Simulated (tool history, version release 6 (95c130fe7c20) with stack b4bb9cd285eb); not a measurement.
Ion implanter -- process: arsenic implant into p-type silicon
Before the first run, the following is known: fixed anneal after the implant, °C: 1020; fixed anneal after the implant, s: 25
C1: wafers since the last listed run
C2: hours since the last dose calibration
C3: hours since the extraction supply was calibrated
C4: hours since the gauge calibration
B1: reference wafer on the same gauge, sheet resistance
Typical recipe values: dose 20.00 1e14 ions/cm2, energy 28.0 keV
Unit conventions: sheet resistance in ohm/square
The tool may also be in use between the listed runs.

{"run": 1, "hour": 0.0, "dose": 20.0, "energy": 28.0, "C1": 0, "C2": 1068.5, "C3": 2067.9, "C4": 337.9, "B1": 73.63, "sheet resistance": 82.16}
{"run": 2, "hour": 28.5, "dose": 23.59, "energy": 28.0, "C1": 501, "C2": 1097.0, "C3": 2096.4, "C4": 366.4, "B1": 73.59, "sheet resistance": 78.53}
{"run": 3, "hour": 77.4, "dose": 23.59, "energy": 28.0, "C1": 861, "C2": 1145.9, "C3": 2145.3, "C4": 415.3, "B1": 73.56, "sheet resistance": 78.51}
{"run": 4, "hour": 105.5, "dose": 23.59, "energy": 28.0, "C1": 494, "C2": 1174.0, "C3": 2173.4, "C4": 443.4, "B1": 73.59, "sheet resistance": 78.66}
{"run": 5, "hour": 124.7, "dose": 20.0, "energy": 28.0, "C1": 338, "C2": 1193.2, "C3": 2192.6, "C4": 462.6, "B1": 73.58, "sheet resistance": 82.33}
{"run": 6, "hour": 140.3, "dose": 20.0, "energy": 28.0, "C1": 274, "C2": 1208.8, "C3": 2208.2, "C4": 478.2, "B1": 73.58, "sheet resistance": 82.29}
{"run": 7, "hour": 164.7, "dose": 20.0, "energy": 28.0, "C1": 429, "C2": 1233.2, "C3": 2232.6, "C4": 502.6, "B1": 73.6, "sheet resistance": 82.31}
{"run": 8, "hour": 187.6, "dose": 15.98, "energy": 20.5, "C1": 403, "C2": 1256.1, "C3": 2255.5, "C4": 525.5, "B1": 73.59, "sheet resistance": 95.59}
{"run": 9, "hour": 212.3, "dose": 15.98, "energy": 20.5, "C1": 435, "C2": 1280.8, "C3": 2280.2, "C4": 550.2, "B1": 73.61, "sheet resistance": 95.66}
{"run": 10, "hour": 241.3, "dose": 15.98, "energy": 20.5, "C1": 510, "C2": 1309.8, "C3": 2309.2, "C4": 579.2, "B1": 73.6, "sheet resistance": 95.54}
{"hour": 309.4, "done": "extraction supply calibrated"}
{"run": 11, "hour": 319.6, "dose": 18.77, "energy": 31.5, "C1": 1238, "C2": 1388.1, "C3": 10.2, "C4": 657.5, "B1": 73.59, "sheet resistance": 80.02}
{"run": 12, "hour": 336.5, "dose": 18.77, "energy": 31.5, "C1": 297, "C2": 1405.0, "C3": 27.1, "C4": 674.4, "B1": 73.59, "sheet resistance": 80.12}
{"hour": 354.4, "done": "Faraday cup replaced and dose calibrated"}
{"run": 13, "hour": 362.6, "dose": 18.77, "energy": 31.5, "C1": 318, "C2": 8.2, "C3": 53.2, "C4": 700.5, "B1": 73.6, "sheet resistance": 81.37}
{"run": 14, "hour": 388.1, "dose": 20.0, "energy": 28.0, "C1": 449, "C2": 33.7, "C3": 78.7, "C4": 726.0, "B1": 73.58, "sheet resistance": 82.38}
{"run": 15, "hour": 416.9, "dose": 20.0, "energy": 28.0, "C1": 507, "C2": 62.5, "C3": 107.5, "C4": 754.8, "B1": 73.59, "sheet resistance": 82.26}
{"run": 16, "hour": 433.6, "dose": 20.0, "energy": 28.0, "C1": 294, "C2": 79.2, "C3": 124.2, "C4": 771.5, "B1": 73.58, "sheet resistance": 82.26}
{"run": 17, "hour": 517.4, "dose": 20.0, "energy": 28.0, "C1": 1475, "C2": 163.0, "C3": 208.0, "C4": 855.3, "B1": 73.58, "sheet resistance": 82.08}
{"run": 18, "hour": 538.0, "dose": 25.77, "energy": 31.5, "C1": 362, "C2": 183.6, "C3": 228.6, "C4": 875.9, "B1": 73.6, "sheet resistance": 73.59}
{"run": 19, "hour": 571.7, "dose": 17.75, "energy": 35.0, "C1": 593, "C2": 217.3, "C3": 262.3, "C4": 909.6, "B1": 73.6, "sheet resistance": 80.05}
{"run": 20, "hour": 587.0, "dose": 20.0, "energy": 28.0, "C1": 269, "C2": 232.6, "C3": 277.6, "C4": 924.9, "B1": 73.59, "sheet resistance": 81.92}
{"run": 21, "hour": 617.2, "dose": 20.0, "energy": 28.0, "C1": 531, "C2": 262.8, "C3": 307.8, "C4": 955.1, "B1": 73.6, "sheet resistance": 81.92}
{"run": 22, "hour": 629.8, "dose": 20.0, "energy": 28.0, "C1": 221, "C2": 275.4, "C3": 320.4, "C4": 967.7, "B1": 73.59, "sheet resistance": 82.02}
{"run": 23, "hour": 659.5, "dose": 15.23, "energy": 20.0, "C1": 523, "C2": 305.1, "C3": 350.1, "C4": 997.4, "B1": 73.59, "sheet resistance": 97.68}
{"run": 24, "hour": 682.5, "dose": 20.0, "energy": 32.5, "C1": 405, "C2": 328.1, "C3": 373.1, "C4": 1020.4, "B1": 73.61, "sheet resistance": 78.23}
{"run": 25, "hour": 710.0, "dose": 17.45, "energy": 37.5, "C1": 484, "C2": 355.6, "C3": 400.6, "C4": 1047.9, "B1": 73.64, "sheet resistance": 78.73}
{"run": 26, "hour": 726.2, "dose": 15.98, "energy": 20.5, "C1": 285, "C2": 371.8, "C3": 416.8, "C4": 1064.1, "B1": 73.62, "sheet resistance": 95.52}
{"hour": 727.1, "done": "gauge calibrated"}
{"run": 27, "hour": 761.9, "dose": 20.0, "energy": 28.0, "C1": 628, "C2": 407.5, "C3": 452.5, "C4": 34.8, "B1": 73.61, "sheet resistance": 81.54}
{"run": 28, "hour": 781.6, "dose": 20.0, "energy": 28.0, "C1": 346, "C2": 427.2, "C3": 472.2, "C4": 54.5, "B1": 73.6, "sheet resistance": 81.87}
{"run": 29, "hour": 816.8, "dose": 25.11, "energy": 31.5, "C1": 619, "C2": 462.4, "C3": 507.4, "C4": 89.7, "B1": 73.6, "sheet resistance": 73.76}
{"run": 30, "hour": 836.6, "dose": 25.53, "energy": 35.0, "C1": 348, "C2": 482.2, "C3": 527.2, "C4": 109.5, "B1": 73.59, "sheet resistance": 70.34}
{"run": 31, "hour": 858.7, "dose": 16.28, "energy": 28.0, "C1": 389, "C2": 504.3, "C3": 549.3, "C4": 131.6, "B1": 73.57, "sheet resistance": 87.78}
{"run": 32, "hour": 893.3, "dose": 24.93, "energy": 36.0, "C1": 609, "C2": 538.9, "C3": 583.9, "C4": 166.2, "B1": 73.58, "sheet resistance": 70.08}
{"run": 33, "hour": 920.8, "dose": 20.0, "energy": 28.0, "C1": 484, "C2": 566.4, "C3": 611.4, "C4": 193.7, "B1": 73.6, "sheet resistance": 81.56}
{"run": 34, "hour": 935.7, "dose": 25.22, "energy": 33.5, "C1": 262, "C2": 581.3, "C3": 626.3, "C4": 208.6, "B1": 73.6, "sheet resistance": 71.94}
{"run": 35, "hour": 967.6, "dose": 23.04, "energy": 28.0, "C1": 561, "C2": 613.2, "C3": 658.2, "C4": 240.5, "B1": 73.59, "sheet resistance": 78.44}

Predict each of these 5 candidate next runs independently; none follows another, all start after run 35:
{"run": "A", "hour": 968.0, "dose": 20.0, "energy": 28.0, "C1": 7, "C2": 613.6, "C3": 658.6, "C4": 240.9, "B1": "?", "sheet resistance": "?"}
{"run": "B", "hour": 968.0, "dose": 20.0, "energy": 21.0, "C1": 7, "C2": 613.6, "C3": 658.6, "C4": 240.9, "B1": "?", "sheet resistance": "?"}
{"run": "C", "hour": 968.0, "dose": 20.0, "energy": 31.5, "C1": 7, "C2": 613.6, "C3": 658.6, "C4": 240.9, "B1": "?", "sheet resistance": "?"}
{"run": "D", "hour": 968.0, "dose": 15.53, "energy": 25.5, "C1": 7, "C2": 613.6, "C3": 658.6, "C4": 240.9, "B1": "?", "sheet resistance": "?"}
{"run": "E", "hour": 968.0, "dose": 20.0, "energy": 24.5, "C1": 7, "C2": 613.6, "C3": 658.6, "C4": 240.9, "B1": "?", "sheet resistance": "?"}

run=A B1=73.60 sheet_resistance=81.95
run=B B1=73.60 sheet_resistance=88.92
run=C B1=73.60 sheet_resistance=78.96
run=D B1=73.60 sheet_resistance=91.73
run=E B1=73.60 sheet_resistance=85.26
What these runs would have given with no unlogged condition in the tool:
run=A sheet_resistance=82.72
run=B sheet_resistance=89.63
run=C sheet_resistance=79.77
run=D sheet_resistance=92.88
run=E sheet_resistance=86.01

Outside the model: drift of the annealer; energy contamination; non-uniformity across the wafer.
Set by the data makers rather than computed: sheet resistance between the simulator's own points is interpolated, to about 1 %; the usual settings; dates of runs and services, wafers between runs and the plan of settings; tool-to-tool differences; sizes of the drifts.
